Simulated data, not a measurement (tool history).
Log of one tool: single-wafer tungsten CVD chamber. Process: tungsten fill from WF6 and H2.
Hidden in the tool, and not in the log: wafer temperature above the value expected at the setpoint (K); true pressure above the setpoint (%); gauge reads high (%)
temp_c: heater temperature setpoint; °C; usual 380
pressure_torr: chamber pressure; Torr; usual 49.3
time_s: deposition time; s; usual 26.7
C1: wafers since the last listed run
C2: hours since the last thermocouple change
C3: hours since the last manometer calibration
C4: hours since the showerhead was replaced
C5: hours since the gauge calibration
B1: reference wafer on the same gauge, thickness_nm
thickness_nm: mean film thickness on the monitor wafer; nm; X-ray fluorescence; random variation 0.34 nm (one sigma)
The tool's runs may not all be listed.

run 1 hour=0.0 | temp_c=380 pressure_torr=49.3 time_s=28.5 | C1=0 C2=1527.6 C3=1673.1 C4=1702.9 C5=829.7 | B1=74.387 | thickness_nm=71.301
run 2 hour=262.4 | temp_c=380 pressure_torr=49.3 time_s=28.5 | C1=9084 C2=1790.0 C3=1935.5 C4=1965.3 C5=1092.1 | B1=74.435 | thickness_nm=71.600
run 3 hour=332.2 | temp_c=380 pressure_torr=49.3 time_s=28.5 | C1=2416 C2=1859.8 C3=2005.3 C4=2035.1 C5=1161.9 | B1=74.549 | thickness_nm=71.693
run 4 hour=389.8 | temp_c=380 pressure_torr=49.3 time_s=26.7 | C1=1994 C2=1917.4 C3=2062.9 C4=2092.7 C5=1219.5 | B1=74.393 | thickness_nm=66.241
run 5 hour=466.1 | temp_c=380 pressure_torr=49.3 time_s=26.7 | C1=2641 C2=1993.7 C3=2139.2 C4=2169.0 C5=1295.8 | B1=74.372 | thickness_nm=66.126
run 6 hour=555.9 | temp_c=380 pressure_torr=49.3 time_s=26.7 | C1=3108 C2=2083.5 C3=2229.0 C4=2258.8 C5=1385.6 | B1=74.350 | thickness_nm=66.520
run 7 hour=659.7 | temp_c=380 pressure_torr=49.3 time_s=26.7 | C1=3593 C2=2187.3 C3=2332.8 C4=2362.6 C5=1489.4 | B1=74.344 | thickness_nm=66.221
run 8 hour=752.4 | temp_c=380 pressure_torr=49.3 time_s=26.7 | C1=3209 C2=2280.0 C3=2425.5 C4=2455.3 C5=1582.1 | B1=74.403 | thickness_nm=65.987
-- hour=826.3 capacitance manometer re-zeroed and calibrated
run 9 hour=845.0 | temp_c=380 pressure_torr=49.3 time_s=26.7 | C1=2928 C2=2372.6 C3=18.7 C4=2547.9 C5=1674.7 | B1=74.369 | thickness_nm=67.916
run 10 hour=929.8 | temp_c=380 pressure_torr=49.3 time_s=26.7 | C1=2935 C2=2457.4 C3=103.5 C4=2632.7 C5=1759.5 | B1=74.321 | thickness_nm=68.297
-- hour=968.1 gauge calibrated
run 11 hour=1013.3 | temp_c=380 pressure_torr=49.3 time_s=29.9 | C1=2890 C2=2540.9 C3=187.0 C4=2716.2 C5=45.2 | B1=74.289 | thickness_nm=75.865
-- hour=1093.1 thermocouple changed; heater temperature recalibrated
run 12 hour=1095.3 | temp_c=380 pressure_torr=49.3 time_s=26.7 | C1=2561 C2=2.2 C3=269.0 C4=2798.2 C5=127.2 | B1=74.432 | thickness_nm=67.655
run 13 hour=1186.7 | temp_c=380 pressure_torr=49.3 time_s=26.7 | C1=3164 C2=93.6 C3=360.4 C4=2889.6 C5=218.6 | B1=74.369 | thickness_nm=67.995
run 14 hour=1228.5 | temp_c=380 pressure_torr=49.3 time_s=26.7 | C1=1447 C2=135.4 C3=402.2 C4=2931.4 C5=260.4 | B1=74.280 | thickness_nm=67.235
run 15 hour=1306.7 | temp_c=380 pressure_torr=49.3 time_s=26.7 | C1=2707 C2=213.6 C3=480.4 C4=3009.6 C5=338.6 | B1=74.533 | thickness_nm=67.295
run 16 hour=1364.7 | temp_c=380 pressure_torr=57.5 time_s=26.7 | C1=2008 C2=271.6 C3=538.4 C4=3067.6 C5=396.6 | B1=74.359 | thickness_nm=73.307
run 17 hour=1457.6 | temp_c=380 pressure_torr=49.3 time_s=26.7 | C1=3216 C2=364.5 C3=631.3 C4=3160.5 C5=489.5 | B1=74.423 | thickness_nm=67.860
run 18 hour=1530.3 | temp_c=380 pressure_torr=49.3 time_s=31.9 | C1=2516 C2=437.2 C3=704.0 C4=3233.2 C5=562.2 | B1=74.300 | thickness_nm=81.162
run 19 hour=1570.4 | temp_c=372 pressure_torr=52.9 time_s=24.2 | C1=1388 C2=477.3 C3=744.1 C4=3273.3 C5=602.3 | B1=74.328 | thickness_nm=52.808

Forecast run 20:
run 20 hour=1622.6 | temp_c=380 pressure_torr=58.6 time_s=26.7 | C1=1807 C2=529.5 C3=796.3 C4=3325.5 C5=654.5 | B1=? | thickness_nm=?

B1: 74.441
thickness_nm: 73.487 nm
Without the tool's hidden state the same run would have given thickness_nm 74.571 nm.
